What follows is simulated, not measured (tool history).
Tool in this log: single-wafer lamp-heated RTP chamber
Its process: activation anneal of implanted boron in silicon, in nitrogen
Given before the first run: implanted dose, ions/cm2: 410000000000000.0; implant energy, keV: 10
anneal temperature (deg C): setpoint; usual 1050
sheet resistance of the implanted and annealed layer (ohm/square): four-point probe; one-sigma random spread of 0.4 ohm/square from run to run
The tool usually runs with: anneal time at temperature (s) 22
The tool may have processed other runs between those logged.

run	day	anneal temperature (deg C)	anneal time at temperature (s)	wafers since the last listed run	wafers since the last pyrometer calibration	wafers since the reflector plate was cleaned	hours since the gauge calibration	read-back reference wafer on the same gauge, sheet resistance	sheet resistance of the implanted and annealed layer (ohm/square)
1	0.000	1050	22	0	2120	9288	619.6	274.05	263.88
2	0.721	1033	14	267	2387	9555	636.9	273.94	265.16
3	2.842	1033	14	786	3174	10342	687.8	274.09	265.60
4	3.567	1050	22	269	3443	10611	705.2	273.97	264.67
5	3.854	1050	22	106	3550	10718	712.1	274.01	264.00
6	4.338	1050	22	179	3729	10897	723.7	274.02	264.12
# day 5.146: pyrometer window cleaned and pyrometer calibrated
7	5.167	1050	28	183	7	11081	743.6	274.06	263.38
8	5.321	1050	31	57	65	11138	747.3	274.04	263.28
9	5.896	1050	31	213	278	11352	761.1	274.06	262.67
10	6.167	1063	22	100	378	11452	767.6	274.11	262.90
# day 6.612: gauge calibrated
11	6.725	1063	22	207	586	11659	2.7	273.96	262.90
12	8.629	1063	22	706	1292	12366	48.4	274.02	263.31
13	9.254	1050	22	231	1524	12598	63.4	273.95	264.08
14	9.962	1028	10	262	1787	12861	80.4	273.97	266.78
15	10.421	1033	28	170	1957	13031	91.4	273.97	264.11
# day 10.812: reflector plate cleaned
16	10.921	1038	32	61	2019	39	103.4	274.12	263.39
17	11.596	1063	22	250	2269	290	119.6	273.94	263.72
18	12.088	1075	29	182	2452	472	131.4	273.87	260.48
19	12.617	1063	22	196	2648	668	144.1	274.00	263.25
20	13.017	1070	11	148	2797	817	153.7	274.12	265.43
21	13.750	1023	28	272	3069	1089	171.3	274.02	265.01
22	14.408	1050	22	244	3313	1333	187.1	273.93	264.42
23	15.088	1050	22	252	3565	1585	203.4	274.08	264.07
24	15.754	1079	26	247	3812	1833	219.4	273.95	260.63

Run 25 comes next. What will it give?
# day 16.733: pyrometer window cleaned and pyrometer calibrated
25	16.983	1050	22	332	92	2165	248.9	?	?

read-back reference wafer on the same gauge, sheet resistance: 274.02
sheet resistance of the implanted and annealed layer (ohm/square): 264.61
Had the tool carried no hidden state, the very same run would have given sheet resistance of the implanted and annealed layer (ohm/square) 264.61.

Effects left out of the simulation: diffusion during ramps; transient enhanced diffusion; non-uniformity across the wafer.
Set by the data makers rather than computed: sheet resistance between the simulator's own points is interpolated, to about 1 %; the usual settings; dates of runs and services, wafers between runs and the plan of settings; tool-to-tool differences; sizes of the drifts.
